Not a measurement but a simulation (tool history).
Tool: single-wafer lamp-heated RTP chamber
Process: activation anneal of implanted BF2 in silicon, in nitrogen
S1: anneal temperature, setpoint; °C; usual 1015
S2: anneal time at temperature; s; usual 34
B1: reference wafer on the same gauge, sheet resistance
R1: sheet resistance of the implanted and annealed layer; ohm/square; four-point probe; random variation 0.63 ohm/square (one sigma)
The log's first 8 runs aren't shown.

{"run": 9, "hour": 81.4, "S1": 993, "S2": 21, "B1": 122.97, "R1": 153.84}
{"run": 10, "hour": 90.0, "S1": 1015, "S2": 34, "B1": 123.07, "R1": 126.03}
{"run": 11, "hour": 101.5, "S1": 1015, "S2": 34, "B1": 123.03, "R1": 124.68}
{"hour": 106.5, "done": "gauge calibrated"}
{"run": 12, "hour": 114.0, "S1": 1002, "S2": 28, "B1": 122.93, "R1": 138.44}
{"run": 13, "hour": 127.4, "S1": 1015, "S2": 42, "B1": 123.14, "R1": 121.83}
{"run": 14, "hour": 133.4, "S1": 1015, "S2": 42, "B1": 123.02, "R1": 121.42}
{"run": 15, "hour": 139.8, "S1": 1015, "S2": 42, "B1": 123.02, "R1": 120.58}
{"hour": 148.4, "done": "reflector plate cleaned"}
{"run": 16, "hour": 156.9, "S1": 998, "S2": 34, "B1": 122.97, "R1": 138.13}
{"run": 17, "hour": 168.1, "S1": 1023, "S2": 54, "B1": 122.98, "R1": 111.49}
{"run": 18, "hour": 178.9, "S1": 1015, "S2": 34, "B1": 123.04, "R1": 123.92}
{"run": 19, "hour": 187.6, "S1": 992, "S2": 47, "B1": 122.99, "R1": 136.87}
{"run": 20, "hour": 204.1, "S1": 1036, "S2": 34, "B1": 123.07, "R1": 111.54}
{"run": 21, "hour": 222.4, "S1": 1015, "S2": 34, "B1": 123.03, "R1": 125.21}
{"run": 22, "hour": 235.6, "S1": 1015, "S2": 25, "B1": 123.19, "R1": 130.04}
{"run": 23, "hour": 244.0, "S1": 1015, "S2": 34, "B1": 123.02, "R1": 124.26}
{"hour": 260.4, "done": "pyrometer window cleaned and pyrometer calibrated"}
{"run": 24, "hour": 261.6, "S1": 1037, "S2": 26, "B1": 123.1, "R1": 121.62}

Run 25 comes next. What will it give?
{"run": 25, "hour": 272.2, "S1": 1042, "S2": 15, "B1": "?", "R1": "?"}

{"run 25": {"B1": 122.99, "R1": 128.7}}
Without the tool's hidden state the same run would have given R1 130.11 ohm/square.

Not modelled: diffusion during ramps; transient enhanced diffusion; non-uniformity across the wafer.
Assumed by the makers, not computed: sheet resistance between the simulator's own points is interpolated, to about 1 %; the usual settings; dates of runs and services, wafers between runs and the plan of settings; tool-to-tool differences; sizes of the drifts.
